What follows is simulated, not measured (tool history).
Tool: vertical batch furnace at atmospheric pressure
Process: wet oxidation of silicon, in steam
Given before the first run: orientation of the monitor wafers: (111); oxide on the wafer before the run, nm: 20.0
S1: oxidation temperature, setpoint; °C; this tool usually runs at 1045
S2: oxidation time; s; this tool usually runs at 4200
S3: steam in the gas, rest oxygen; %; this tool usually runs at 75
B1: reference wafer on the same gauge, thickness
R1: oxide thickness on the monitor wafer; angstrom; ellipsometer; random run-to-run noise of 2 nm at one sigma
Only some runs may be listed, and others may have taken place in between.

{"run": 1, "hour": 0.0, "S1": 1045, "S2": 4200, "S3": 75, "B1": 436.81, "R1": 5502.8}
{"run": 2, "hour": 54.8, "S1": 1045, "S2": 4200, "S3": 75, "B1": 436.92, "R1": 5475.3}
{"run": 3, "hour": 104.1, "S1": 1045, "S2": 3150, "S3": 75, "B1": 437.1, "R1": 4682.4}
{"run": 4, "hour": 176.7, "S1": 1045, "S2": 4200, "S3": 75, "B1": 436.83, "R1": 5479.5}
{"run": 5, "hour": 227.6, "S1": 1045, "S2": 4200, "S3": 75, "B1": 436.95, "R1": 5506.1}
{"run": 6, "hour": 327.0, "S1": 1045, "S2": 4200, "S3": 75, "B1": 436.94, "R1": 5476.4}
{"run": 7, "hour": 422.7, "S1": 1045, "S2": 4200, "S3": 75, "B1": 437.01, "R1": 5531.3}
{"run": 8, "hour": 479.0, "S1": 1050, "S2": 4200, "S3": 70, "B1": 437.03, "R1": 5400.5}
{"run": 9, "hour": 526.3, "S1": 1050, "S2": 4200, "S3": 70, "B1": 436.93, "R1": 5391.1}
{"run": 10, "hour": 630.6, "S1": 1050, "S2": 4200, "S3": 70, "B1": 437.03, "R1": 5380.1}
{"run": 11, "hour": 710.9, "S1": 1052, "S2": 4200, "S3": 75, "B1": 437.41, "R1": 5679.4}
{"run": 12, "hour": 761.0, "S1": 1052, "S2": 4200, "S3": 75, "B1": 436.96, "R1": 5652.4}
{"run": 13, "hour": 842.8, "S1": 1045, "S2": 4200, "S3": 82, "B1": 437.07, "R1": 5774.1}
{"run": 14, "hour": 894.4, "S1": 1045, "S2": 4200, "S3": 82, "B1": 437.47, "R1": 5765.9}
{"run": 15, "hour": 962.2, "S1": 1045, "S2": 4200, "S3": 82, "B1": 437.13, "R1": 5829.5}
{"run": 16, "hour": 1012.6, "S1": 1045, "S2": 4200, "S3": 75, "B1": 436.69, "R1": 5487.6}
{"run": 17, "hour": 1063.7, "S1": 1045, "S2": 4200, "S3": 75, "B1": 437.32, "R1": 5552.7}
{"run": 18, "hour": 1152.1, "S1": 1045, "S2": 4200, "S3": 82, "B1": 436.71, "R1": 5796}
{"run": 19, "hour": 1232.5, "S1": 1065, "S2": 6060, "S3": 85, "B1": 436.99, "R1": 7842.6}
{"run": 20, "hour": 1273.4, "S1": 1022, "S2": 6120, "S3": 86, "B1": 437.12, "R1": 6725.1}
{"run": 21, "hour": 1367.9, "S1": 1034, "S2": 4200, "S3": 75, "B1": 436.91, "R1": 5323.3}
{"run": 22, "hour": 1428.0, "S1": 1025, "S2": 4200, "S3": 71, "B1": 436.66, "R1": 4949.1}
{"run": 23, "hour": 1495.3, "S1": 1066, "S2": 2640, "S3": 69, "B1": 437.08, "R1": 4477.8}
{"run": 24, "hour": 1563.6, "S1": 1022, "S2": 2640, "S3": 83, "B1": 436.81, "R1": 4075.4}
{"run": 25, "hour": 1626.8, "S1": 1045, "S2": 4200, "S3": 80, "B1": 437.28, "R1": 5770.9}
{"run": 26, "hour": 1676.8, "S1": 1045, "S2": 4200, "S3": 68, "B1": 437.3, "R1": 5278.9}
{"run": 27, "hour": 1766.6, "S1": 1066, "S2": 2640, "S3": 69, "B1": 437.01, "R1": 4469.3}
{"run": 28, "hour": 1817.0, "S1": 1045, "S2": 4200, "S3": 75, "B1": 436.74, "R1": 5432}
{"run": 29, "hour": 1905.0, "S1": 1045, "S2": 4800, "S3": 67, "B1": 437.06, "R1": 5536}
{"run": 30, "hour": 2149.6, "S1": 1045, "S2": 4200, "S3": 75, "B1": 437.19, "R1": 5483.5}
{"run": 31, "hour": 2205.3, "S1": 1045, "S2": 4200, "S3": 75, "B1": 437.08, "R1": 5484.7}
{"run": 32, "hour": 2255.1, "S1": 1045, "S2": 4200, "S3": 75, "B1": 436.94, "R1": 5475.6}
{"run": 33, "hour": 2304.9, "S1": 1045, "S2": 3270, "S3": 72, "B1": 437.14, "R1": 4655.2}
{"run": 34, "hour": 2376.6, "S1": 1045, "S2": 5460, "S3": 75, "B1": 436.99, "R1": 6380.3}
{"run": 35, "hour": 2414.3, "S1": 1045, "S2": 4200, "S3": 75, "B1": 437.1, "R1": 5483.6}
{"run": 36, "hour": 2455.1, "S1": 1045, "S2": 4200, "S3": 75, "B1": 436.63, "R1": 5512.6}
{"run": 37, "hour": 2520.7, "S1": 1066, "S2": 5760, "S3": 75, "B1": 436.93, "R1": 7120.4}
{"run": 38, "hour": 2805.8, "S1": 1023, "S2": 5040, "S3": 67, "B1": 436.91, "R1": 5179.8}
{"run": 39, "hour": 2868.4, "S1": 1022, "S2": 4860, "S3": 64, "B1": 436.96, "R1": 4926.3}

Missing from the log above: 4 entries noted between runs. For each, name the pair of listed runs it sits between and say how the tool's hidden condition differs from the listed run just before to the listed run just after:
After run 10, before run 11: steam generator serviced (hour 710.4)
  true tube temperature minus thermocouple reading, K: 2.53 -> 2.57
  measured less the result without the state, R1: +56.3 -> +59.4 angstrom
After run 18, before run 19: thermocouples replaced and temperature profile calibrated (hour 1232)
  true tube temperature minus thermocouple reading, K: 2.74 -> 4.84
  measured less the result without the state, R1: +65.4 -> +134 angstrom
After run 22, before run 23: gauge calibrated (hour 1445.2)
  true tube temperature minus thermocouple reading, K: 5.62 -> 5.83
  measured less the result without the state, R1: +129.2 -> +107.6 angstrom
After run 27, before run 28: thermocouples replaced and temperature profile calibrated, repeated, since the last time left the tool worse (hour 1794.9)
  true tube temperature minus thermocouple reading, K: 6.48 -> 0.436
  measured less the result without the state, R1: +119 -> +10 angstrom

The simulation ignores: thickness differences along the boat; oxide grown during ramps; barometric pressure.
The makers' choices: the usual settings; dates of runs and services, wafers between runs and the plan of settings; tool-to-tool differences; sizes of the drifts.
